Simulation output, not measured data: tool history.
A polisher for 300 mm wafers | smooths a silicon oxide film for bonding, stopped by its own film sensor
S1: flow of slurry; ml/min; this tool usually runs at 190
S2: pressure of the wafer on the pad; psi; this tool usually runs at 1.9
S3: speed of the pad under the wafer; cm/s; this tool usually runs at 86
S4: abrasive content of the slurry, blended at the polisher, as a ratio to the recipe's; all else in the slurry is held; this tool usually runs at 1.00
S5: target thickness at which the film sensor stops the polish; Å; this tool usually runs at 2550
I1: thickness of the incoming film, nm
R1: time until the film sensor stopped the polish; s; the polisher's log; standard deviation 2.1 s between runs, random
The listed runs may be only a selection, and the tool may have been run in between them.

{"run": 1, "hour": 0.0, "S1": 190, "S2": 1.9, "S3": 86, "S4": 1.0, "S5": 2550, "I1": 324.5, "R1": 137.7}
{"run": 2, "hour": 55.7, "S1": 190, "S2": 1.9, "S3": 86, "S4": 1.0, "S5": 2420, "I1": 318.9, "R1": 160.2}
{"run": 3, "hour": 103.1, "S1": 190, "S2": 1.9, "S3": 86, "S4": 1.0, "S5": 2420, "I1": 318.8, "R1": 163.3}
{"hour": 117.6, "done": "worn pad replaced by a new one"}
{"hour": 119.1, "done": "slurry nozzle cleaned"}
{"hour": 152.4, "done": "slurry blender recalibrated"}
{"run": 4, "hour": 159.1, "S1": 190, "S2": 1.9, "S3": 86, "S4": 1.0, "S5": 2420, "I1": 312.8, "R1": 140.8}
{"run": 5, "hour": 224.5, "S1": 190, "S2": 1.9, "S3": 86, "S4": 1.0, "S5": 2550, "I1": 320.1, "R1": 129.1}
{"run": 6, "hour": 306.9, "S1": 190, "S2": 1.9, "S3": 86, "S4": 1.0, "S5": 2550, "I1": 313.4, "R1": 117.5}
{"run": 7, "hour": 403.1, "S1": 190, "S2": 1.9, "S3": 86, "S4": 1.0, "S5": 2550, "I1": 323.5, "R1": 146.2}
{"hour": 415.7, "done": "worn pad replaced by a new one"}
{"hour": 439.0, "done": "slurry blender recalibrated"}
{"run": 8, "hour": 445.2, "S1": 190, "S2": 1.9, "S3": 86, "S4": 1.0, "S5": 2550, "I1": 320.9, "R1": 132.5}
{"hour": 461.4, "done": "slurry nozzle cleaned"}
{"hour": 483.1, "done": "head pressure recalibrated"}
{"run": 9, "hour": 483.6, "S1": 190, "S2": 1.9, "S3": 86, "S4": 1.0, "S5": 2450, "I1": 315.7, "R1": 138.8}
{"run": 10, "hour": 578.2, "S1": 190, "S2": 1.9, "S3": 86, "S4": 1.0, "S5": 2450, "I1": 320.2, "R1": 153.0}
{"run": 11, "hour": 686.1, "S1": 190, "S2": 2.3, "S3": 86, "S4": 0.8, "S5": 2550, "I1": 320.9, "R1": 133.9}
{"hour": 690.7, "done": "slurry blender recalibrated"}
{"hour": 728.0, "done": "worn pad replaced by a new one"}
{"run": 12, "hour": 737.3, "S1": 255, "S2": 1.9, "S3": 86, "S4": 1.0, "S5": 2550, "I1": 323.7, "R1": 132.8}
{"hour": 770.5, "done": "slurry nozzle cleaned"}
{"run": 13, "hour": 839.6, "S1": 170, "S2": 1.9, "S3": 86, "S4": 1.0, "S5": 2470, "I1": 318.7, "R1": 146.2}
{"run": 14, "hour": 888.1, "S1": 190, "S2": 1.9, "S3": 114, "S4": 1.0, "S5": 2550, "I1": 321.9, "R1": 118.6}
{"hour": 944.3, "done": "slurry blender recalibrated"}
{"run": 15, "hour": 988.8, "S1": 190, "S2": 1.9, "S3": 86, "S4": 1.0, "S5": 2550, "I1": 324.5, "R1": 139.5}
{"hour": 1005.7, "done": "worn pad replaced by a new one"}
{"run": 16, "hour": 1029.9, "S1": 140, "S2": 2.2, "S3": 86, "S4": 1.0, "S5": 2640, "I1": 320.7, "R1": 101.3}
{"hour": 1072.2, "done": "slurry nozzle cleaned"}
{"run": 17, "hour": 1128.5, "S1": 190, "S2": 1.9, "S3": 86, "S4": 1.0, "S5": 2550, "I1": 314.1, "R1": 121.8}
{"run": 18, "hour": 1205.5, "S1": 190, "S2": 1.9, "S3": 86, "S4": 1.0, "S5": 2550, "I1": 322.4, "R1": 146.3}
{"hour": 1253.3, "done": "worn pad replaced by a new one"}
{"hour": 1257.1, "done": "slurry blender recalibrated"}
{"run": 19, "hour": 1300.1, "S1": 190, "S2": 1.9, "S3": 106, "S4": 0.8, "S5": 2650, "I1": 319.2, "R1": 105.7}
{"run": 20, "hour": 1364.9, "S1": 145, "S2": 1.9, "S3": 86, "S4": 1.0, "S5": 2550, "I1": 318.5, "R1": 131.3}

What would each run have given without the hidden state, its run-to-run variation left as it was?
The tool's hidden condition here consists of: removal rate lost through wear of the pad, %; slurry flow missing at the pad, %; deviation of the head's pressure from its setpoint, %; abrasive missing from the slurry, %.
run=1 R1=135.2
run=2 R1=153.9
run=3 R1=152.5
run=4 R1=140.0
run=5 R1=127.5
run=6 R1=112.9
run=7 R1=131.8
run=8 R1=132.4
run=9 R1=138.3
run=10 R1=148.9
run=11 R1=120.4
run=12 R1=131.0
run=13 R1=140.1
run=14 R1=110.7
run=15 R1=138.3
run=16 R1=99.7
run=17 R1=115.2
run=18 R1=130.5
run=19 R1=104.5
run=20 R1=128.2
